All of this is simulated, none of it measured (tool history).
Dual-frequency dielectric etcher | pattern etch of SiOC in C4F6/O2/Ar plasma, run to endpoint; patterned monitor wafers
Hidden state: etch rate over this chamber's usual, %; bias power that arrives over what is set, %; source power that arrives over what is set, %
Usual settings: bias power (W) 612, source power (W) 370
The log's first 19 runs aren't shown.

run,hour,bias power (W),source power (W),wafers since the last listed run,hours since the last wet clean,hours since the last bias power generator calibration,hours since the last source power generator calibration,hours since the last upper electrode change,"incoming incoming film thickness, nm",endpoint time (s)
20,264.4,612,370,113,362.4,13.0,1622.5,6074.8,36.52,10.9
# hour 298.5: upper electrode replaced
21,299.0,570,290,182,397.0,47.6,1657.1,0.5,36.25,12.3
22,299.3,706,460,5,397.3,47.9,1657.4,0.8,36.30,9.2
23,303.7,612,300,75,401.7,52.3,1661.8,5.2,36.24,11.9
# hour 313.4: source power generator calibrated
# hour 330.2: wet clean of the chamber
24,330.7,671,290,106,0.5,79.3,17.3,32.2,36.27,12.2
25,331.0,612,370,5,0.8,79.6,17.6,32.5,36.06,11.1
26,339.3,715,290,142,9.1,87.9,25.9,40.8,36.47,12.0
27,356.1,555,310,288,25.9,104.7,42.7,57.6,36.13,12.6
28,362.5,560,410,109,32.3,111.1,49.1,64.0,36.02,10.8
29,373.1,612,370,182,42.9,121.7,59.7,74.6,35.97,11.0
30,384.0,612,410,187,53.8,132.6,70.6,85.5,36.11,10.5
31,395.8,612,330,202,65.6,144.4,82.4,97.3,36.26,11.7
32,404.9,706,330,156,74.7,153.5,91.5,106.4,37.01,11.3
33,422.6,560,430,304,92.4,171.2,109.2,124.1,36.02,10.6
34,441.0,554,370,316,110.8,189.6,127.6,142.5,36.22,11.5
35,457.2,706,320,278,127.0,205.8,143.8,158.7,36.61,11.3

Forecast each of these 4 alternatives for the next run:
A,457.6,612,370,6,127.4,206.2,144.2,159.1,36.46,?
B,457.6,555,280,6,127.4,206.2,144.2,159.1,36.46,?
C,457.6,715,370,6,127.4,206.2,144.2,159.1,36.46,?
D,457.6,755,280,6,127.4,206.2,144.2,159.1,36.46,?

run,endpoint time (s)
A,11.1
B,13.2
C,10.4
D,11.6
Without the tool's hidden state the same runs would have given:
run,endpoint time (s)
A,11.2
B,13.4
C,10.5
D,11.8

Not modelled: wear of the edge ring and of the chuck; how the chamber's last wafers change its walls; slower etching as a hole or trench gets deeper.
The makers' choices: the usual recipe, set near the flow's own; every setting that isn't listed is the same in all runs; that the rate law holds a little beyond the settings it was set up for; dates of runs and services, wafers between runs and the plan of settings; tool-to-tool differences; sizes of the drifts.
